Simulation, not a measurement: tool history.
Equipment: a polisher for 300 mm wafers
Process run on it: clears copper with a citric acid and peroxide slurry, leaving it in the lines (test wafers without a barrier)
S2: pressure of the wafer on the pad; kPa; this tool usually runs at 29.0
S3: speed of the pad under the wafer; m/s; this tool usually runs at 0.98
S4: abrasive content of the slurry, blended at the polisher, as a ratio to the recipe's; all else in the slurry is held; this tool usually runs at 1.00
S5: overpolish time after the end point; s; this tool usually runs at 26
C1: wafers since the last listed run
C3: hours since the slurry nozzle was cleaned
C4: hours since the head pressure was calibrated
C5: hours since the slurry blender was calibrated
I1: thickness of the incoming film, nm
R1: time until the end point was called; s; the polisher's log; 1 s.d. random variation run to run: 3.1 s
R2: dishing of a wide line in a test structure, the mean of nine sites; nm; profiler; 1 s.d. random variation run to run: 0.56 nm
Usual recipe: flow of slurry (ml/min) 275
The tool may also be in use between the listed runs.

Run 1, hour 0.0: usual settings; C1 0; wafers polished on this pad 1349; C3 217.9; C4 1046.4; C5 637.9; I1 458.4. Result: R1 179.4 s, R2 50.5 nm.
At hour 39.2: slurry blender recalibrated.
Run 2, hour 61.7: usual settings; C1 251; wafers polished on this pad 1600; C3 279.6; C4 1108.1; C5 22.5; I1 454.7. Result: R1 178.3 s, R2 49.3 nm.
Run 3, hour 160.7: usual settings but S3 1.20 m/s, S5 17 s; C1 416; wafers polished on this pad 2017; C3 378.6; C4 1207.1; C5 121.5; I1 459.3. Result: R1 148.6 s, R2 40.8 nm.
At hour 190.4: head pressure recalibrated.
Run 4, hour 206.7: usual settings; C1 185; wafers polished on this pad 2202; C3 424.6; C4 16.3; C5 167.5; I1 464.0. Result: R1 174.7 s, R2 51.5 nm.
Run 5, hour 251.1: usual settings but S5 21 s; C1 186; wafers polished on this pad 2388; C3 469.0; C4 60.7; C5 211.9; I1 465.4. Result: R1 171.8 s, R2 44.0 nm.
At hour 294.1: worn pad replaced by a new one.
Run 6, hour 294.6: usual settings but S5 21 s; C1 166; wafers polished on this pad 2; C3 512.5; C4 104.2; C5 255.4; I1 459.5. Result: R1 168.7 s, R2 43.5 nm.
Run 7, hour 365.8: usual settings; C1 299; wafers polished on this pad 301; C3 583.7; C4 175.4; C5 326.6; I1 465.3. Result: R1 173.9 s, R2 52.6 nm.
Run 8, hour 433.2: usual settings but S3 0.78 m/s; C1 283; wafers polished on this pad 584; C3 651.1; C4 242.8; C5 394.0; I1 465.9. Result: R1 219.1 s, R2 43.2 nm.
Run 9, hour 492.5: usual settings but flow of slurry (ml/min) 180, S2 37.9 kPa; C1 249; wafers polished on this pad 834; C3 710.4; C4 302.1; C5 453.3; I1 459.7. Result: R1 140.4 s, R2 61.2 nm.
At hour 506.1: slurry nozzle cleaned.
Run 10, hour 575.7: usual settings but flow of slurry (ml/min) 220, S2 33.1 kPa, S4 1.10; C1 345; wafers polished on this pad 1179; C3 69.6; C4 385.3; C5 536.5; I1 468.4. Result: R1 156.4 s, R2 57.7 nm.
Run 11, hour 671.8: usual settings but flow of slurry (ml/min) 190; C1 404; wafers polished on this pad 1583; C3 165.7; C4 481.4; C5 632.6; I1 458.3. Result: R1 172.4 s, R2 50.2 nm.
At hour 695.6: slurry blender recalibrated.
Run 12, hour 775.2: usual settings but flow of slurry (ml/min) 315, S2 19.3 kPa, S3 1.08 m/s, S5 30 s; C1 426; wafers polished on this pad 2010; C3 269.1; C4 584.8; C5 79.6; I1 463.1. Result: R1 224.0 s, R2 45.2 nm.
Run 13, hour 838.6: usual settings but flow of slurry (ml/min) 205, S2 22.1 kPa, S3 1.26 m/s, S5 32 s; C1 266; wafers polished on this pad 2276; C3 332.5; C4 648.2; C5 143.0; I1 464.7. Result: R1 178.3 s, R2 56.8 nm.
Run 14, hour 907.6: usual settings; C1 290; wafers polished on this pad 2566; C3 401.5; C4 717.2; C5 212.0; I1 467.9. Result: R1 185.7 s, R2 50.9 nm.
At hour 952.3: worn pad replaced by a new one.
Run 15, hour 974.1: usual settings; C1 262; wafers polished on this pad 91; C3 468.0; C4 783.7; C5 278.5; I1 462.4. Result: R1 181.2 s, R2 50.3 nm.
Run 16, hour 1021.8: usual settings but S3 0.72 m/s; C1 200; wafers polished on this pad 292; C3 515.7; C4 831.4; C5 326.2; I1 457.8. Result: R1 236.0 s, R2 38.7 nm.
Run 17, hour 1125.8: usual settings; C1 437; wafers polished on this pad 729; C3 619.7; C4 935.4; C5 430.2; I1 464.0. Result: R1 182.8 s, R2 49.3 nm.
At hour 1395.3: slurry nozzle cleaned.
Run 18, hour 1406.3: usual settings but S3 1.18 m/s; C1 1175; wafers polished on this pad 1904; C3 11.0; C4 1215.9; C5 710.7; I1 466.8. Result: R1 164.6 s, R2 54.8 nm.
At hour 1410.4: slurry blender recalibrated.
At hour 1419.3: head pressure recalibrated.
Run 19, hour 1465.7: usual settings but S2 24.8 kPa, S3 1.14 m/s; C1 232; wafers polished on this pad 2137; C3 70.4; C4 46.4; C5 55.3; I1 464.0. Result: R1 169.6 s, R2 51.3 nm.
Run 20, hour 1529.6: usual settings but S5 12 s; C1 268; wafers polished on this pad 2406; C3 134.3; C4 110.3; C5 119.2; I1 456.3. Result: R1 165.5 s, R2 27.0 nm.
Run 21, hour 1680.8: usual settings; C1 635; wafers polished on this pad 3042; C3 285.5; C4 261.5; C5 270.4; I1 459.4. Result: R1 170.1 s, R2 52.4 nm.
At hour 1688.3: worn pad replaced by a new one.
Run 22, hour 1779.1: usual settings but S2 37.9 kPa, S3 0.66 m/s, S5 20 s; C1 396; wafers polished on this pad 381; C3 383.8; C4 359.8; C5 368.7; I1 454.2. Result: R1 196.3 s, R2 38.5 nm.
Run 23, hour 1842.6: usual settings; C1 266; wafers polished on this pad 648; C3 447.3; C4 423.3; C5 432.2; I1 454.4. Result: R1 170.4 s, R2 52.4 nm.
Run 24, hour 1937.0: usual settings but S4 0.80; C1 396; wafers polished on this pad 1045; C3 541.7; C4 517.7; C5 526.6; I1 465.7. Result: R1 181.8 s, R2 50.8 nm.
Run 25, hour 2027.2: usual settings but flow of slurry (ml/min) 200, S5 21 s; C1 379; wafers polished on this pad 1424; C3 631.9; C4 607.9; C5 616.8; I1 463.2. Result: R1 182.1 s, R2 42.8 nm.
Run 26, hour 2131.4: usual settings; C1 438; wafers polished on this pad 1862; C3 736.1; C4 712.1; C5 721.0; I1 463.9. Result: R1 173.7 s, R2 51.4 nm.
At hour 2196.0: slurry nozzle cleaned.
At hour 2217.1: slurry blender recalibrated.
Run 27, hour 2218.7: usual settings but S2 23.4 kPa, S3 1.30 m/s; C1 354; wafers polished on this pad 2217; C3 22.7; C4 799.4; C5 1.6; I1 461.4. Result: R1 158.4 s, R2 53.3 nm.
Run 28, hour 2287.3: usual settings; C1 288; wafers polished on this pad 2505; C3 91.3; C4 868.0; C5 70.2; I1 457.9. Result: R1 176.8 s, R2 50.1 nm.

Branching from run 28: 4 alternative next runs. What would each branch give?
Run A, hour 2287.8: usual settings; C1 2; wafers polished on this pad 2507; C3 91.8; C4 868.5; C5 70.7; I1 457.1. Result: R1 ?, R2 ?.
Run B, hour 2287.8: usual settings but S2 37.2 kPa, S3 0.76 m/s, S5 31 s; C1 2; wafers polished on this pad 2507; C3 91.8; C4 868.5; C5 70.7; I1 457.1. Result: R1 ?, R2 ?.
Run C, hour 2287.8: usual settings but S3 1.08 m/s, S4 0.75, S5 13 s; C1 2; wafers polished on this pad 2507; C3 91.8; C4 868.5; C5 70.7; I1 457.1. Result: R1 ?, R2 ?.
Run D, hour 2287.8: usual settings but flow of slurry (ml/min) 240, S4 0.75; C1 2; wafers polished on this pad 2507; C3 91.8; C4 868.5; C5 70.7; I1 457.1. Result: R1 ?, R2 ?.

run     R1    R2
  A  177.6  50.8
  B  181.5  58.2
  C  170.2  29.5
  D  189.2  48.4
With the hidden condition removed and each run's random variation left untouched, the same runs would have given:
run     R1    R2
  A  168.6  53.1
  B  172.3  60.8
  C  161.5  30.9
  D  179.6  50.6

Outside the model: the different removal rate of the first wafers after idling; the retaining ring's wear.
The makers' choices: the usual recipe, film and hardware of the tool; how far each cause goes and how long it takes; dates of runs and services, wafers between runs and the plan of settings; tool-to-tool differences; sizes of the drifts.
